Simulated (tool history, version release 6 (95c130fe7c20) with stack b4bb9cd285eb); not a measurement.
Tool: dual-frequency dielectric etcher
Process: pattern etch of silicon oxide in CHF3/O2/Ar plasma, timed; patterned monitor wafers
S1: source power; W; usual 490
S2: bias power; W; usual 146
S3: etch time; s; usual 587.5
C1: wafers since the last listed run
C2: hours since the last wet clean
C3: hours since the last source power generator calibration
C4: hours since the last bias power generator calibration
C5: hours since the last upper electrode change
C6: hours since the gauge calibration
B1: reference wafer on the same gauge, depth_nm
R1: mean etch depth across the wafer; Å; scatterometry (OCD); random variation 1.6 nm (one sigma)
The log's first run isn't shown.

run,hour,S1,S2,S3,C1,C2,C3,C4,C5,C6,B1,R1
2,12.5,440,118,587.5,34,160.6,2887.0,4092.0,3203.8,107.1,1050.1,8823
3,44.1,440,118,587.5,87,192.2,2918.6,4123.6,3235.4,138.7,1049.9,8837
4,74.0,440,118,587.5,82,222.1,2948.5,4153.5,3265.3,168.6,1050.0,8861
5,102.5,490,146,587.5,78,250.6,2977.0,4182.0,3293.8,197.1,1049.9,10285
# hour 118.5: bias power generator calibrated
6,130.6,490,146,587.5,66,278.7,3005.1,12.1,3321.9,225.2,1050.0,10519
7,154.0,490,146,587.5,64,302.1,3028.5,35.5,3345.3,248.6,1050.2,10530
8,173.0,490,146,587.5,52,321.1,3047.5,54.5,3364.3,267.6,1049.9,10550
9,192.4,490,146,587.5,53,340.5,3066.9,73.9,3383.7,287.0,1049.8,10526
# hour 198.8: source power generator calibrated
# hour 222.6: wet clean of the chamber
10,223.1,490,146,587.5,7,0.5,24.3,104.6,3414.4,317.7,1050.1,10436
11,230.3,490,146,587.5,19,7.7,31.5,111.8,3421.6,324.9,1049.8,10414
12,261.6,490,146,587.5,86,39.0,62.8,143.1,3452.9,356.2,1050.2,10426
13,294.9,380,159,649.5,92,72.3,96.1,176.4,3486.2,389.5,1050.0,10709
# hour 362.7: upper electrode replaced
14,365.5,490,146,587.5,128,142.9,166.7,247.0,2.8,460.1,1050.1,10482
15,387.0,570,121,587.5,59,164.4,188.2,268.5,24.3,481.6,1049.7,10248
16,403.0,490,146,694.0,44,180.4,204.2,284.5,40.3,497.6,1049.7,12407
17,416.1,400,178,752.0,36,193.5,217.3,297.6,53.4,510.7,1049.9,13439
18,430.9,490,175,587.5,40,208.3,232.1,312.4,68.2,525.5,1049.9,11394
# hour 461.3: gauge calibrated
19,463.0,580,161,539.0,88,240.4,264.2,344.5,100.3,1.7,1050.0,10850
20,485.9,450,122,516.0,63,263.3,287.1,367.4,123.2,24.6,1050.1,8171
# hour 591.7: wet clean of the chamber
21,592.2,490,146,587.5,227,0.5,393.4,473.7,229.5,130.9,1049.9,10366
22,603.7,490,146,695.0,31,12.0,404.9,485.2,241.0,142.4,1050.0,12252
23,616.9,490,146,587.5,36,25.2,418.1,498.4,254.2,155.6,1050.0,10385
24,634.7,440,177,680.0,49,43.0,435.9,516.2,272.0,173.4,1050.1,12505
25,651.8,390,146,520.5,47,60.1,453.0,533.3,289.1,190.5,1050.1,8308
26,667.9,580,146,587.5,44,76.2,469.1,549.4,305.2,206.6,1050.0,11171

Run 27 comes next. What will it give?
27,690.5,490,168,587.5,62,98.8,491.7,572.0,327.8,229.2,?,?

B1: 1050.1
R1: 11078 Å
Without the tool's hidden state the same run would have given R1 11073 Å.
